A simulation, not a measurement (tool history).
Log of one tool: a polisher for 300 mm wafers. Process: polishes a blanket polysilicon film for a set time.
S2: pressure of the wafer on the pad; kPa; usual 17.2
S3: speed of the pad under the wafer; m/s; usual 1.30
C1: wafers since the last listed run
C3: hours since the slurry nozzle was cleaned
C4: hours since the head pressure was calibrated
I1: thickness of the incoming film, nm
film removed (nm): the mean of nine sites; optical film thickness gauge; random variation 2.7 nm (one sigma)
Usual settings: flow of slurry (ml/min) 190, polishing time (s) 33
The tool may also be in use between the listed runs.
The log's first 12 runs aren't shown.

{"run": 13, "hour": 322.4, "flow of slurry (ml/min)": 190, "S2": 17.2, "S3": 0.98, "polishing time (s)": 33, "C1": 148, "wafers polished on this pad": 153, "C3": 143.1, "C4": 290.2, "I1": 1571.9, "film removed (nm)": 244.6}
{"hour": 334.2, "done": "head pressure recalibrated"}
{"run": 14, "hour": 347.6, "flow of slurry (ml/min)": 190, "S2": 17.2, "S3": 1.3, "polishing time (s)": 33, "C1": 260, "wafers polished on this pad": 413, "C3": 168.3, "C4": 13.4, "I1": 1577.1, "film removed (nm)": 320.8}
{"run": 15, "hour": 359.9, "flow of slurry (ml/min)": 250, "S2": 12.4, "S3": 1.44, "polishing time (s)": 33, "C1": 137, "wafers polished on this pad": 551, "C3": 180.6, "C4": 25.7, "I1": 1590.1, "film removed (nm)": 269.9}
{"run": 16, "hour": 379.3, "flow of slurry (ml/min)": 190, "S2": 17.2, "S3": 1.3, "polishing time (s)": 33, "C1": 217, "wafers polished on this pad": 769, "C3": 200.0, "C4": 45.1, "I1": 1568.5, "film removed (nm)": 321.5}
{"run": 17, "hour": 393.2, "flow of slurry (ml/min)": 145, "S2": 17.2, "S3": 1.3, "polishing time (s)": 33, "C1": 155, "wafers polished on this pad": 925, "C3": 213.9, "C4": 59.0, "I1": 1554.7, "film removed (nm)": 309.7}
{"run": 18, "hour": 445.5, "flow of slurry (ml/min)": 190, "S2": 17.2, "S3": 1.3, "polishing time (s)": 33, "C1": 586, "wafers polished on this pad": 1511, "C3": 266.2, "C4": 111.3, "I1": 1562.3, "film removed (nm)": 322.2}
{"run": 19, "hour": 476.0, "flow of slurry (ml/min)": 235, "S2": 12.4, "S3": 1.5, "polishing time (s)": 44, "C1": 342, "wafers polished on this pad": 1854, "C3": 296.7, "C4": 141.8, "I1": 1569.0, "film removed (nm)": 375.6}
{"hour": 494.3, "done": "worn pad replaced by a new one"}
{"run": 20, "hour": 511.8, "flow of slurry (ml/min)": 220, "S2": 20.0, "S3": 0.9, "polishing time (s)": 27, "C1": 356, "wafers polished on this pad": 196, "C3": 332.5, "C4": 177.6, "I1": 1590.1, "film removed (nm)": 216.4}
{"run": 21, "hour": 540.1, "flow of slurry (ml/min)": 190, "S2": 17.2, "S3": 1.3, "polishing time (s)": 33, "C1": 317, "wafers polished on this pad": 513, "C3": 360.8, "C4": 205.9, "I1": 1568.5, "film removed (nm)": 319.3}
{"run": 22, "hour": 565.0, "flow of slurry (ml/min)": 190, "S2": 17.2, "S3": 1.3, "polishing time (s)": 33, "C1": 279, "wafers polished on this pad": 793, "C3": 385.7, "C4": 230.8, "I1": 1550.8, "film removed (nm)": 317.8}
{"run": 23, "hour": 595.1, "flow of slurry (ml/min)": 145, "S2": 23.4, "S3": 1.68, "polishing time (s)": 43, "C1": 337, "wafers polished on this pad": 1130, "C3": 415.8, "C4": 260.9, "I1": 1583.6, "film removed (nm)": 689.7}
{"run": 24, "hour": 610.4, "flow of slurry (ml/min)": 190, "S2": 12.4, "S3": 1.3, "polishing time (s)": 33, "C1": 171, "wafers polished on this pad": 1302, "C3": 431.1, "C4": 276.2, "I1": 1560.8, "film removed (nm)": 236.5}
{"run": 25, "hour": 635.4, "flow of slurry (ml/min)": 190, "S2": 17.2, "S3": 1.14, "polishing time (s)": 40, "C1": 280, "wafers polished on this pad": 1582, "C3": 456.1, "C4": 301.2, "I1": 1551.4, "film removed (nm)": 341.2}
{"hour": 647.6, "done": "head pressure recalibrated"}
{"run": 26, "hour": 667.5, "flow of slurry (ml/min)": 190, "S2": 17.2, "S3": 1.3, "polishing time (s)": 41, "C1": 337, "wafers polished on this pad": 1920, "C3": 488.2, "C4": 19.9, "I1": 1583.3, "film removed (nm)": 402.6}
{"run": 27, "hour": 681.2, "flow of slurry (ml/min)": 190, "S2": 17.2, "S3": 1.3, "polishing time (s)": 23, "C1": 153, "wafers polished on this pad": 2074, "C3": 501.9, "C4": 33.6, "I1": 1567.3, "film removed (nm)": 222.2}
{"hour": 690.8, "done": "worn pad replaced by a new one"}
{"run": 28, "hour": 701.9, "flow of slurry (ml/min)": 190, "S2": 17.2, "S3": 0.94, "polishing time (s)": 33, "C1": 187, "wafers polished on this pad": 124, "C3": 522.6, "C4": 54.3, "I1": 1546.0, "film removed (nm)": 234.6}
{"run": 29, "hour": 714.5, "flow of slurry (ml/min)": 240, "S2": 21.4, "S3": 1.7, "polishing time (s)": 41, "C1": 141, "wafers polished on this pad": 265, "C3": 535.2, "C4": 66.9, "I1": 1557.7, "film removed (nm)": 668.2}
{"run": 30, "hour": 732.5, "flow of slurry (ml/min)": 190, "S2": 17.2, "S3": 1.3, "polishing time (s)": 33, "C1": 201, "wafers polished on this pad": 467, "C3": 553.2, "C4": 84.9, "I1": 1574.5, "film removed (nm)": 321.5}
{"run": 31, "hour": 747.4, "flow of slurry (ml/min)": 190, "S2": 17.2, "S3": 1.68, "polishing time (s)": 23, "C1": 167, "wafers polished on this pad": 634, "C3": 568.1, "C4": 99.8, "I1": 1575.7, "film removed (nm)": 291.0}
{"run": 32, "hour": 762.7, "flow of slurry (ml/min)": 190, "S2": 17.2, "S3": 1.3, "polishing time (s)": 33, "C1": 171, "wafers polished on this pad": 806, "C3": 583.4, "C4": 115.1, "I1": 1547.1, "film removed (nm)": 315.6}
{"run": 33, "hour": 797.4, "flow of slurry (ml/min)": 190, "S2": 17.2, "S3": 1.3, "polishing time (s)": 33, "C1": 389, "wafers polished on this pad": 1195, "C3": 618.1, "C4": 149.8, "I1": 1545.1, "film removed (nm)": 319.9}
{"run": 34, "hour": 832.4, "flow of slurry (ml/min)": 190, "S2": 17.2, "S3": 1.3, "polishing time (s)": 33, "C1": 392, "wafers polished on this pad": 1588, "C3": 653.1, "C4": 184.8, "I1": 1540.2, "film removed (nm)": 318.6}
{"run": 35, "hour": 853.3, "flow of slurry (ml/min)": 190, "S2": 13.1, "S3": 1.08, "polishing time (s)": 22, "C1": 234, "wafers polished on this pad": 1822, "C3": 674.0, "C4": 205.7, "I1": 1596.6, "film removed (nm)": 136.6}
{"hour": 878.5, "done": "worn pad replaced by a new one"}
{"run": 36, "hour": 887.3, "flow of slurry (ml/min)": 145, "S2": 17.2, "S3": 1.06, "polishing time (s)": 33, "C1": 336, "wafers polished on this pad": 98, "C3": 708.0, "C4": 239.7, "I1": 1571.7, "film removed (nm)": 249.3}
{"run": 37, "hour": 915.9, "flow of slurry (ml/min)": 220, "S2": 23.4, "S3": 1.7, "polishing time (s)": 26, "C1": 320, "wafers polished on this pad": 419, "C3": 736.6, "C4": 268.3, "I1": 1576.6, "film removed (nm)": 448.2}

Forecast each of these 4 alternatives for the next run:
{"run": "A", "hour": 916.3, "flow of slurry (ml/min)": 190, "S2": 17.2, "S3": 1.3, "polishing time (s)": 33, "C1": 4, "wafers polished on this pad": 424, "C3": 737.0, "C4": 268.7, "I1": 1556.6, "film removed (nm)": "?"}
{"run": "B", "hour": 916.3, "flow of slurry (ml/min)": 240, "S2": 17.2, "S3": 1.08, "polishing time (s)": 33, "C1": 4, "wafers polished on this pad": 424, "C3": 737.0, "C4": 268.7, "I1": 1556.6, "film removed (nm)": "?"}
{"run": "C", "hour": 916.3, "flow of slurry (ml/min)": 190, "S2": 17.2, "S3": 1.58, "polishing time (s)": 33, "C1": 4, "wafers polished on this pad": 424, "C3": 737.0, "C4": 268.7, "I1": 1556.6, "film removed (nm)": "?"}
{"run": "D", "hour": 916.3, "flow of slurry (ml/min)": 215, "S2": 17.2, "S3": 1.3, "polishing time (s)": 23, "C1": 4, "wafers polished on this pad": 424, "C3": 737.0, "C4": 268.7, "I1": 1556.6, "film removed (nm)": "?"}

run=A film_removed_(nm)=321.8
run=B film_removed_(nm)=275.8
run=C film_removed_(nm)=391.1
run=D film_removed_(nm)=228.2
Without the tool's hidden state the same runs would have given:
run=A film_removed_(nm)=321.8
run=B film_removed_(nm)=275.8
run=C film_removed_(nm)=391.1
run=D film_removed_(nm)=228.2

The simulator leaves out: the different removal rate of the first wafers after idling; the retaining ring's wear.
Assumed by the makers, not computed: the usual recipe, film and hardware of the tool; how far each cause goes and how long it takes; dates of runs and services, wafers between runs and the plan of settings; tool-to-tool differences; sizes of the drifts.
